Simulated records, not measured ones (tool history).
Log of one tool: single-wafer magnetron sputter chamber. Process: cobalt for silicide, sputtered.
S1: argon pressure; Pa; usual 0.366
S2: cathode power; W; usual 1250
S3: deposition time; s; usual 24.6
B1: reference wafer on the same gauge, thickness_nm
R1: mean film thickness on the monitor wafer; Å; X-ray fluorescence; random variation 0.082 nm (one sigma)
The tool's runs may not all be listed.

run 1 hour=0.0 | S1=0.366 S2=1250 S3=24.6 | B1=15.920 | R1=154.49
run 2 hour=20.2 | S1=0.366 S2=1250 S3=24.6 | B1=15.865 | R1=153.62
run 3 hour=53.0 | S1=0.366 S2=1250 S3=24.6 | B1=15.920 | R1=152.52
run 4 hour=88.7 | S1=0.366 S2=1250 S3=24.6 | B1=15.879 | R1=151.78
run 5 hour=121.8 | S1=0.366 S2=1250 S3=24.6 | B1=15.919 | R1=151.82
run 6 hour=174.1 | S1=0.366 S2=1250 S3=24.6 | B1=15.907 | R1=150.03
run 7 hour=203.9 | S1=0.366 S2=1350 S3=24.6 | B1=15.904 | R1=160.45
-- hour=214.5 sputter target and shields replaced
run 8 hour=216.0 | S1=0.366 S2=1350 S3=24.6 | B1=15.951 | R1=165.24
run 9 hour=239.9 | S1=0.366 S2=1250 S3=24.6 | B1=15.904 | R1=154.39
run 10 hour=264.2 | S1=0.366 S2=1250 S3=24.6 | B1=15.919 | R1=153.44
run 11 hour=285.7 | S1=0.366 S2=1250 S3=24.6 | B1=15.935 | R1=153.49
run 12 hour=298.8 | S1=0.366 S2=1250 S3=24.6 | B1=15.939 | R1=153.37
-- hour=320.1 capacitance manometer re-zeroed and calibrated
run 13 hour=324.0 | S1=0.366 S2=1250 S3=21.2 | B1=15.913 | R1=130.05
run 14 hour=336.5 | S1=0.476 S2=1150 S3=26.7 | B1=15.907 | R1=146.88
-- hour=349.9 gauge calibrated
run 15 hour=366.5 | S1=0.434 S2=1400 S3=19.8 | B1=15.876 | R1=130.82
run 16 hour=387.2 | S1=0.427 S2=1250 S3=22.1 | B1=15.895 | R1=131.48
run 17 hour=417.6 | S1=0.366 S2=1050 S3=24.6 | B1=15.893 | R1=130.83
-- hour=438.2 sputter target and shields replaced
run 18 hour=438.7 | S1=0.507 S2=1350 S3=24.6 | B1=15.879 | R1=155.87
-- hour=454.4 magnet pack replaced
run 19 hour=466.3 | S1=0.249 S2=1250 S3=24.6 | B1=15.923 | R1=162.49
run 20 hour=504.1 | S1=0.313 S2=1250 S3=24.6 | B1=15.880 | R1=156.39
run 21 hour=522.8 | S1=0.254 S2=1400 S3=19.9 | B1=15.953 | R1=141.91
run 22 hour=535.7 | S1=0.366 S2=1250 S3=21.2 | B1=15.912 | R1=131.60
run 23 hour=548.5 | S1=0.366 S2=1050 S3=24.6 | B1=15.868 | R1=131.87
run 24 hour=578.8 | S1=0.366 S2=1250 S3=24.6 | B1=15.915 | R1=150.15
run 25 hour=594.1 | S1=0.366 S2=1250 S3=24.6 | B1=15.907 | R1=150.88
run 26 hour=625.0 | S1=0.366 S2=1250 S3=24.6 | B1=15.927 | R1=150.37
-- hour=661.4 sputter target and shields replaced
run 27 hour=661.9 | S1=0.494 S2=1450 S3=28.0 | B1=15.914 | R1=190.77
run 28 hour=673.1 | S1=0.279 S2=1250 S3=21.1 | B1=15.879 | R1=138.26
run 29 hour=701.9 | S1=0.501 S2=1050 S3=27.2 | B1=15.887 | R1=140.82
run 30 hour=736.0 | S1=0.433 S2=1000 S3=21.9 | B1=15.901 | R1=111.29
run 31 hour=757.0 | S1=0.366 S2=1250 S3=24.6 | B1=15.895 | R1=152.74
run 32 hour=776.6 | S1=0.366 S2=1250 S3=29.5 | B1=15.922 | R1=180.40
run 33 hour=806.1 | S1=0.303 S2=1400 S3=21.2 | B1=15.881 | R1=147.65
run 34 hour=818.5 | S1=0.366 S2=1250 S3=24.6 | B1=15.894 | R1=153.09

Forecast each of these 5 alternatives for the next run:
run A hour=818.9 | S1=0.366 S2=1250 S3=24.6 | B1=? | R1=?
run B hour=818.9 | S1=0.366 S2=1450 S3=24.6 | B1=? | R1=?
run C hour=818.9 | S1=0.366 S2=1550 S3=24.6 | B1=? | R1=?
run D hour=818.9 | S1=0.247 S2=1350 S3=20.3 | B1=? | R1=?
run E hour=818.9 | S1=0.229 S2=1250 S3=28.8 | B1=? | R1=?

run=A B1=15.892 R1=151.44
run=B B1=15.892 R1=171.04
run=C B1=15.892 R1=180.84
run=D B1=15.892 R1=140.13
run=E B1=15.892 R1=188.21
Without the tool's hidden state the same runs would have given:
run=A R1=156.43
run=B R1=176.67
run=C R1=186.79
run=D R1=144.74
run=E R1=194.41
